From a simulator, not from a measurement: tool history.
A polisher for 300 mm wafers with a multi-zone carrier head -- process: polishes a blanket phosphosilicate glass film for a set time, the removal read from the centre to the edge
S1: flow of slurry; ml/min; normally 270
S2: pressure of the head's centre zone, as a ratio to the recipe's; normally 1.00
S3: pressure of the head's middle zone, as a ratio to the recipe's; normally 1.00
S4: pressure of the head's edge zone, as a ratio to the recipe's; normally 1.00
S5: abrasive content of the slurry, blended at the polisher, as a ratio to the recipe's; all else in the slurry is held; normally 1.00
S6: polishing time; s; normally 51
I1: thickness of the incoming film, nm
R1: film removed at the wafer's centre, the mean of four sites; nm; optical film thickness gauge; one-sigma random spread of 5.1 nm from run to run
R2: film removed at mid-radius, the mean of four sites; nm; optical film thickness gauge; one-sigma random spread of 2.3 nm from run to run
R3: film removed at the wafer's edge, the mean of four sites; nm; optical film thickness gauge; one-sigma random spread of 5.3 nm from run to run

run    hour   S1    S2    S3    S4    S5  S6      I1     R1     R2     R3
  1     0.0  270  1.00  1.00  1.00  1.00  51  2425.4  355.3  342.6  356.7
       54.6  -- slurry nozzle cleaned
  2    70.0  270  1.08  1.06  1.00  0.90  51  2475.6  394.4  369.0  351.9
       98.6  -- worn pad replaced by a new one
  3    99.8  270  1.00  1.00  1.00  1.30  51  2462.3  409.8  389.8  404.6
  4   151.5  270  1.00  1.00  1.00  1.15  51  2442.9  392.6  372.6  381.2
  5   184.8  270  1.00  1.00  1.00  1.00  51  2404.3  368.2  352.6  358.9
  6   247.4  270  1.00  1.00  1.00  1.00  51  2485.7  363.3  351.9  357.4
  7   275.4  270  1.00  1.00  1.00  1.00  51  2457.2  355.9  345.0  357.0
  8   303.1  270  1.00  1.00  1.00  1.15  63  2421.2  456.6  443.9  471.9
  9   370.3  270  0.90  1.04  1.00  1.25  51  2457.6  331.6  377.7  384.2
      492.2  -- edge zone pressure recalibrated
 10   510.5  270  1.04  0.94  0.92  0.90  51  2474.0  359.2  312.0  335.4
      522.0  -- worn pad replaced by a new one
 11   565.2  270  1.00  1.00  1.00  1.00  51  2426.9  347.6  339.1  354.2
      586.1  -- slurry nozzle cleaned
 12   621.4  340  1.00  1.00  1.00  1.15  51  2432.2  396.2  391.0  399.0
 13   688.5  270  1.00  1.00  1.00  1.00  51  2401.9  367.6  358.6  371.3
 14   735.5  270  1.00  1.11  1.00  1.25  40  2483.0  306.1  326.5  308.9
 15   800.4  225  1.11  0.94  1.00  1.00  41  2423.9  316.7  260.5  286.4
 16   834.4  270  1.05  1.00  1.00  1.00  51  2470.4  374.6  347.4  360.1
 17   862.5  270  1.11  0.93  0.94  1.00  51  2427.7  407.8  325.7  349.4
 18   926.5  220  1.05  1.00  1.00  1.00  51  2449.5  361.2  334.0  356.0
 19   954.6  270  1.11  1.09  1.00  1.10  51  2433.5  406.4  382.6  366.0
      978.8  -- worn pad replaced by a new one
      987.9  -- centre zone pressure recalibrated
 20   988.4  270  1.03  1.00  1.05  0.85  51  2454.7  343.4  330.5  354.1
 21  1042.4  270  1.00  1.00  1.08  1.00  51  2460.4  349.9  343.3  374.4

Branching from run 21: 4 alternative next runs. What would each branch give?
  A  1042.8  360  1.00  1.00  1.00  1.00  51  2457.6   ?   ?   ?
  B  1042.8  270  1.00  0.89  1.00  1.00  56  2457.6   ?   ?   ?
  C  1042.8  270  1.00  1.00  1.00  1.00  60  2457.6   ?   ?   ?
  D  1042.8  270  1.00  1.04  1.00  1.00  51  2457.6   ?   ?   ?

run     R1     R2     R3
  A  368.2  356.5  370.2
  B  385.9  340.7  394.9
  C  413.8  402.5  422.4
  D  351.8  353.6  358.9
Stripped of hidden state, with their random variation kept, the same runs would have yielded:
run     R1     R2     R3
  A  389.6  375.1  384.9
  B  415.5  364.1  414.9
  C  445.5  430.1  443.9
  D  378.8  377.9  377.1
